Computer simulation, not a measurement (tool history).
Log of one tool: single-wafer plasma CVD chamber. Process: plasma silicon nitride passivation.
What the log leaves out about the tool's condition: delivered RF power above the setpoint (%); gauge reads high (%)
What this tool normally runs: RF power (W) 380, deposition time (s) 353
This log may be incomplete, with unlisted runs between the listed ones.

| run | hour | RF power (W) | deposition time (s) | wafers since the last listed run | hours since the last RF generator calibration | hours since the showerhead was replaced | hours since the gauge calibration | read-back reference wafer on the same gauge, thickness_nm | mean film thickness on the monitor wafer (Å) |
|---|---|---|---|---|---|---|---|---|---|
| 1 | 0 | 380 | 353 | 0 | 1684.8 | 2145.1 | 47.7 | 544.781 | 4613.92 |
| 2 | 68.8 | 380 | 353 | 258 | 1753.6 | 2213.9 | 116.5 | 543.775 | 4577 |
| 3 | 114.7 | 380 | 353 | 172 | 1799.5 | 2259.8 | 162.4 | 543.915 | 4615.55 |
| 4 | 207.1 | 320 | 353 | 346 | 1891.9 | 2352.2 | 254.8 | 543.374 | 4376.26 |
| 5 | 423.2 | 320 | 353 | 810 | 2108 | 2568.3 | 470.9 | 543.755 | 4357.28 |
| 6 | 464.7 | 380 | 353 | 155 | 2149.5 | 2609.8 | 512.4 | 543.989 | 4598.57 |
| 7 | 522.3 | 380 | 353 | 216 | 2207.1 | 2667.4 | 570 | 544.195 | 4611.17 |
| 8 | 592.7 | 380 | 353 | 264 | 2277.5 | 2737.8 | 640.4 | 544.227 | 4573.31 |
| 9 | 660.9 | 380 | 353 | 255 | 2345.7 | 2806 | 708.6 | 543.159 | 4620.35 |
| 10 | 714.6 | 380 | 353 | 201 | 2399.4 | 2859.7 | 762.3 | 543.948 | 4621.85 |
|  | 811.8 | RF generator calibrated |
| 11 | 813.4 | 335 | 353 | 340 | 1.6 | 2958.5 | 861.1 | 543.728 | 4552.64 |
| 12 | 914.2 | 380 | 353 | 378 | 102.4 | 3059.3 | 961.9 | 543.399 | 4689.99 |
|  | 969 | gauge calibrated |
| 13 | 982.7 | 380 | 353 | 256 | 170.9 | 3127.8 | 13.7 | 544.007 | 4692.22 |
| 14 | 1054 | 330 | 300 | 267 | 242.2 | 3199.1 | 85 | 543.915 | 3825.13 |
| 15 | 1154.6 | 380 | 353 | 377 | 342.8 | 3299.7 | 185.6 | 542.929 | 4668.22 |
| 16 | 1195.4 | 330 | 313 | 153 | 383.6 | 3340.5 | 226.4 | 543.743 | 3969.52 |
|  | 1210.7 | showerhead replaced |
| 17 | 1248 | 355 | 413 | 167 | 436.2 | 37.3 | 279 | 543.854 | 5381.02 |
| 18 | 1309.9 | 310 | 332 | 232 | 498.1 | 99.2 | 340.9 | 544.024 | 4124.08 |
| 19 | 1388.4 | 380 | 353 | 294 | 576.6 | 177.7 | 419.4 | 543.325 | 4640.03 |
| 20 | 1429.1 | 380 | 393 | 152 | 617.3 | 218.4 | 460.1 | 543.63 | 5206.76 |
| 21 | 1513.3 | 360 | 287 | 315 | 701.5 | 302.6 | 544.3 | 544.147 | 3704.58 |
| 22 | 1591.3 | 380 | 389 | 292 | 779.5 | 380.6 | 622.3 | 544.258 | 5091.39 |
| 23 | 1698 | 380 | 353 | 400 | 886.2 | 487.3 | 729 | 543.735 | 4635.98 |
| 24 | 1734.1 | 400 | 305 | 135 | 922.3 | 523.4 | 765.1 | 544.07 | 4061.71 |
| 25 | 1811.8 | 380 | 353 | 291 | 1000 | 601.1 | 842.8 | 544.086 | 4622.15 |

Alternative continuations, all from the tool just after run 25; predict every row:
| A | 1812.3 | 330 | 353 | 1 | 1000.5 | 601.6 | 843.3 | ? | ? |
| B | 1812.3 | 320 | 302 | 1 | 1000.5 | 601.6 | 843.3 | ? | ? |
| C | 1812.3 | 415 | 407 | 1 | 1000.5 | 601.6 | 843.3 | ? | ? |
| D | 1812.3 | 440 | 293 | 1 | 1000.5 | 601.6 | 843.3 | ? | ? |

| run | read-back reference wafer on the same gauge, thickness_nm | mean film thickness on the monitor wafer (Å) |
|---|---|---|
| A | 543.811 | 4435.52 |
| B | 543.811 | 3760.52 |
| C | 543.811 | 5471.35 |
| D | 543.811 | 4007.49 |
Had the tool no hidden state, the same runs would have come out as:
| run | mean film thickness on the monitor wafer (Å) |
|---|---|
| A | 4542.15 |
| B | 3850.93 |
| C | 5602.88 |
| D | 4103.83 |

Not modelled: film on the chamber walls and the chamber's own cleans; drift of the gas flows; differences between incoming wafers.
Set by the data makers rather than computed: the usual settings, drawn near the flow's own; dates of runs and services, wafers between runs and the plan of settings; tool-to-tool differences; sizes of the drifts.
